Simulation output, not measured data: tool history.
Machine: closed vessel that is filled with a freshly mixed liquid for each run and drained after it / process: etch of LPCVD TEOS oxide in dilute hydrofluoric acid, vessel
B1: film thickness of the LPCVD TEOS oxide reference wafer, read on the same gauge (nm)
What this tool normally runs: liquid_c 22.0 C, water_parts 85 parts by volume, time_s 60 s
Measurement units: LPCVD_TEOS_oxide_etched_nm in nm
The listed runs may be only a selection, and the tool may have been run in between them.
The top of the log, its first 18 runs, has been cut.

Run 19, hour 1379.3: usual settings but liquid_c 26.0 C; B1 70.01. Result: LPCVD_TEOS_oxide_etched_nm 32.55 nm.
Run 20, hour 1435.5: usual settings but liquid_c 18.5 C, time_s 75 s; B1 70.00. Result: LPCVD_TEOS_oxide_etched_nm 30.28 nm.
At hour 1483.3: thermometer replaced, repeated, since the last time left the tool worse.
Run 21, hour 1528.5: usual settings; B1 69.99. Result: LPCVD_TEOS_oxide_etched_nm 24.64 nm.
Run 22, hour 1565.7: usual settings but liquid_c 20.0 C, water_parts 110 parts by volume, time_s 35 s; B1 69.96. Result: LPCVD_TEOS_oxide_etched_nm 9.84 nm.
Run 23, hour 1603.9: usual settings but water_parts 55 parts by volume, time_s 80 s; B1 69.99. Result: LPCVD_TEOS_oxide_etched_nm 52.25 nm.
Run 24, hour 1677.9: usual settings; B1 69.98. Result: LPCVD_TEOS_oxide_etched_nm 24.44 nm.
Run 25, hour 1775.1: usual settings but water_parts 65 parts by volume, time_s 35 s; B1 70.02. Result: LPCVD_TEOS_oxide_etched_nm 19.29 nm.
At hour 1889.4: hydrofluoric acid flow meter replaced.
At hour 1899.1: gauge calibrated.
Run 26, hour 1944.5: usual settings but liquid_c 19.5 C, water_parts 110 parts by volume, time_s 80 s; B1 70.02. Result: LPCVD_TEOS_oxide_etched_nm 22.54 nm.
Run 27, hour 2026.3: usual settings; B1 70.04. Result: LPCVD_TEOS_oxide_etched_nm 24.79 nm.
Run 28, hour 2078.6: usual settings; B1 70.00. Result: LPCVD_TEOS_oxide_etched_nm 24.86 nm.
Run 29, hour 2179.6: usual settings; B1 70.00. Result: LPCVD_TEOS_oxide_etched_nm 24.83 nm.
Run 30, hour 2267.3: usual settings but liquid_c 24.0 C, time_s 95 s; B1 70.01. Result: LPCVD_TEOS_oxide_etched_nm 42.44 nm.

For run 31, what comes out?
Run 31, hour 2350.3: usual settings; B1 ?. Result: LPCVD_TEOS_oxide_etched_nm ?.

B1: 70.00
LPCVD_TEOS_oxide_etched_nm: 24.92 nm
The same run, on a tool lacking any hidden state, would have yielded LPCVD_TEOS_oxide_etched_nm 24.37 nm.

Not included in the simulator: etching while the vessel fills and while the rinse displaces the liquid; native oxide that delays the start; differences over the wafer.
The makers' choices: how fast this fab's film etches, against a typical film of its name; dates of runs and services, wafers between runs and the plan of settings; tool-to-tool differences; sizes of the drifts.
